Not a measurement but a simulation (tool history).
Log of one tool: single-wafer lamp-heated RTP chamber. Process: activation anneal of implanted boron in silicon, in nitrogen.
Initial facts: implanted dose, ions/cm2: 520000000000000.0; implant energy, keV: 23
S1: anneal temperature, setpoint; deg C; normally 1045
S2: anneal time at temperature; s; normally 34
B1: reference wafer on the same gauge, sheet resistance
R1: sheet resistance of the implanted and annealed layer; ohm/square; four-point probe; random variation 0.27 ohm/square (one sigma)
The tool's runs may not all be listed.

run	hour	S1	S2	B1	R1
1	0.0	1045	34	167.01	183.23
2	89.6	1045	34	167.02	183.21
3	152.2	1045	34	167.02	182.96
# hour 214.0: reflector plate cleaned
4	224.2	1030	34	167.00	184.28
# hour 239.1: gauge calibrated
# hour 273.5: pyrometer window cleaned and pyrometer calibrated
5	493.5	1030	34	167.01	184.33
6	648.6	1030	34	166.99	184.34
# hour 658.2: reflector plate cleaned
7	745.1	1045	34	167.00	182.84
# hour 791.4: pyrometer window cleaned and pyrometer calibrated
8	841.6	1045	34	167.00	183.10
9	939.3	1045	34	167.00	183.06
# hour 1165.5: reflector plate cleaned
# hour 1199.9: pyrometer window cleaned and pyrometer calibrated
10	1211.9	1045	34	167.04	183.40
11	1307.5	1045	34	167.07	182.69
12	1366.8	1045	48	166.95	182.04
# hour 1377.7: gauge calibrated
13	1409.5	1068	51	166.98	180.28
14	1489.8	1022	34	166.99	185.62
15	1541.5	1067	25	167.08	182.18
16	1580.1	1053	40	167.01	182.02

Run 17, settings as shown, results not yet in. Your forecast:
# hour 1630.9: reflector plate cleaned
# hour 1679.5: pyrometer window cleaned and pyrometer calibrated
17	1684.0	1045	34	?	?

Run 17 produced B1 166.95, R1 182.66 ohm/square.
On a tool with no hidden condition, and with the same random variation, this run would have come out at R1 182.66 ohm/square.
